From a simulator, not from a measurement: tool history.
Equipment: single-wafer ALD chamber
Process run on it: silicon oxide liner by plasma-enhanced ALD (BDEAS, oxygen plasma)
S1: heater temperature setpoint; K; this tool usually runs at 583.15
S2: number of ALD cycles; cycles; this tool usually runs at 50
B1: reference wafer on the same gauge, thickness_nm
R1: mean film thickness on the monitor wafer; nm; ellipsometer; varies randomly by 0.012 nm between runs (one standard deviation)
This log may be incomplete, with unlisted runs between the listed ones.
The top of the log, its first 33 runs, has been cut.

run	hour	S1	S2	B1	R1
34	2959.4	591.15	46	4.032	4.213
35	3024.9	589.15	54	4.032	4.986
36	3070.0	573.15	43	4.030	4.063
37	3160.3	578.15	43	4.033	4.014
38	3235.4	583.15	50	4.027	4.637
# hour 3276.8: thermocouple changed; heater temperature recalibrated
39	3363.3	575.15	53	4.028	4.930
40	3461.0	583.15	43	4.032	3.978
41	3533.8	583.15	50	4.028	4.602

Expected results for the next run?
42	3607.6	583.15	50	?	?

For run 42 the tool returned B1 4.033, R1 4.615 nm.
Take away the tool's hidden state, keep the run-to-run variation as it was, and the same run would have given R1 4.609 nm.
